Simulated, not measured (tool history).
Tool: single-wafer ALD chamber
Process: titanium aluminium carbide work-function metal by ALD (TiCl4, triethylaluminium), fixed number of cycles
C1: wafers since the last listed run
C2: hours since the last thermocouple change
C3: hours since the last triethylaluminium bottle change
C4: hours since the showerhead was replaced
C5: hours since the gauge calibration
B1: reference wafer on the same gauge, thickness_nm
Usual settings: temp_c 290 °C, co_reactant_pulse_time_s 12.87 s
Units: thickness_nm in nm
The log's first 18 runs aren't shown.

{"run": 19, "hour": 235.9, "temp_c": 286, "co_reactant_pulse_time_s": 8.8, "C1": 116, "C2": 108.9, "C3": 900.8, "C4": 6636.9, "C5": 64.3, "B1": 1.798, "thickness_nm": 1.734}
{"run": 20, "hour": 248.8, "temp_c": 285, "co_reactant_pulse_time_s": 12.87, "C1": 91, "C2": 121.8, "C3": 913.7, "C4": 6649.8, "C5": 77.2, "B1": 1.8, "thickness_nm": 1.912}
{"hour": 263.3, "done": "triethylaluminium bottle replaced"}
{"run": 21, "hour": 263.8, "temp_c": 301, "co_reactant_pulse_time_s": 14.4, "C1": 49, "C2": 136.8, "C3": 0.5, "C4": 6664.8, "C5": 92.2, "B1": 1.8, "thickness_nm": 2.172}
{"hour": 272.9, "done": "showerhead replaced"}
{"run": 22, "hour": 277.1, "temp_c": 280, "co_reactant_pulse_time_s": 8.35, "C1": 37, "C2": 150.1, "C3": 13.8, "C4": 4.2, "C5": 105.5, "B1": 1.799, "thickness_nm": 1.854}
{"run": 23, "hour": 289.2, "temp_c": 290, "co_reactant_pulse_time_s": 16.15, "C1": 86, "C2": 162.2, "C3": 25.9, "C4": 16.3, "C5": 117.6, "B1": 1.799, "thickness_nm": 2.059}
{"run": 24, "hour": 302.1, "temp_c": 290, "co_reactant_pulse_time_s": 10.25, "C1": 91, "C2": 175.1, "C3": 38.8, "C4": 29.2, "C5": 130.5, "B1": 1.802, "thickness_nm": 1.999}
{"run": 25, "hour": 316.3, "temp_c": 290, "co_reactant_pulse_time_s": 12.87, "C1": 101, "C2": 189.3, "C3": 53, "C4": 43.4, "C5": 144.7, "B1": 1.799, "thickness_nm": 2.029}
{"run": 26, "hour": 323.9, "temp_c": 285, "co_reactant_pulse_time_s": 15.44, "C1": 54, "C2": 196.9, "C3": 60.6, "C4": 51, "C5": 152.3, "B1": 1.798, "thickness_nm": 1.997}
{"run": 27, "hour": 340.6, "temp_c": 282, "co_reactant_pulse_time_s": 7.94, "C1": 119, "C2": 213.6, "C3": 77.3, "C4": 67.7, "C5": 169, "B1": 1.801, "thickness_nm": 1.819}
{"run": 28, "hour": 356.6, "temp_c": 290, "co_reactant_pulse_time_s": 12.87, "C1": 114, "C2": 229.6, "C3": 93.3, "C4": 83.7, "C5": 185, "B1": 1.803, "thickness_nm": 2.038}
{"run": 29, "hour": 362.9, "temp_c": 276, "co_reactant_pulse_time_s": 9, "C1": 44, "C2": 235.9, "C3": 99.6, "C4": 90, "C5": 191.3, "B1": 1.799, "thickness_nm": 1.816}
{"run": 30, "hour": 373.0, "temp_c": 290, "co_reactant_pulse_time_s": 12.87, "C1": 72, "C2": 246, "C3": 109.7, "C4": 100.1, "C5": 201.4, "B1": 1.803, "thickness_nm": 2.059}
{"run": 31, "hour": 379.4, "temp_c": 296, "co_reactant_pulse_time_s": 15.94, "C1": 45, "C2": 252.4, "C3": 116.1, "C4": 106.5, "C5": 207.8, "B1": 1.8, "thickness_nm": 2.128}
{"run": 32, "hour": 393.8, "temp_c": 300, "co_reactant_pulse_time_s": 8.84, "C1": 102, "C2": 266.8, "C3": 130.5, "C4": 120.9, "C5": 222.2, "B1": 1.798, "thickness_nm": 2.009}
{"run": 33, "hour": 410.6, "temp_c": 303, "co_reactant_pulse_time_s": 10.26, "C1": 119, "C2": 283.6, "C3": 147.3, "C4": 137.7, "C5": 239, "B1": 1.801, "thickness_nm": 2.08}
{"run": 34, "hour": 428.4, "temp_c": 290, "co_reactant_pulse_time_s": 12.87, "C1": 126, "C2": 301.4, "C3": 165.1, "C4": 155.5, "C5": 256.8, "B1": 1.796, "thickness_nm": 2.025}

3 ways to go on from here, each from the tool as it stands after run 34. What would each give?
{"run": "A", "hour": 428.8, "temp_c": 290, "co_reactant_pulse_time_s": 12.87, "C1": 2, "C2": 301.8, "C3": 165.5, "C4": 155.9, "C5": 257.2, "B1": "?", "thickness_nm": "?"}
{"run": "B", "hour": 428.8, "temp_c": 279, "co_reactant_pulse_time_s": 16.57, "C1": 2, "C2": 301.8, "C3": 165.5, "C4": 155.9, "C5": 257.2, "B1": "?", "thickness_nm": "?"}
{"run": "C", "hour": 428.8, "temp_c": 300, "co_reactant_pulse_time_s": 14.98, "C1": 2, "C2": 301.8, "C3": 165.5, "C4": 155.9, "C5": 257.2, "B1": "?", "thickness_nm": "?"}

run=A B1=1.798 thickness_nm=2.016
run=B B1=1.798 thickness_nm=1.946
run=C B1=1.798 thickness_nm=2.142
Without the tool's hidden state the same runs would have given:
run=A thickness_nm=2.051
run=B thickness_nm=1.959
run=C thickness_nm=2.165
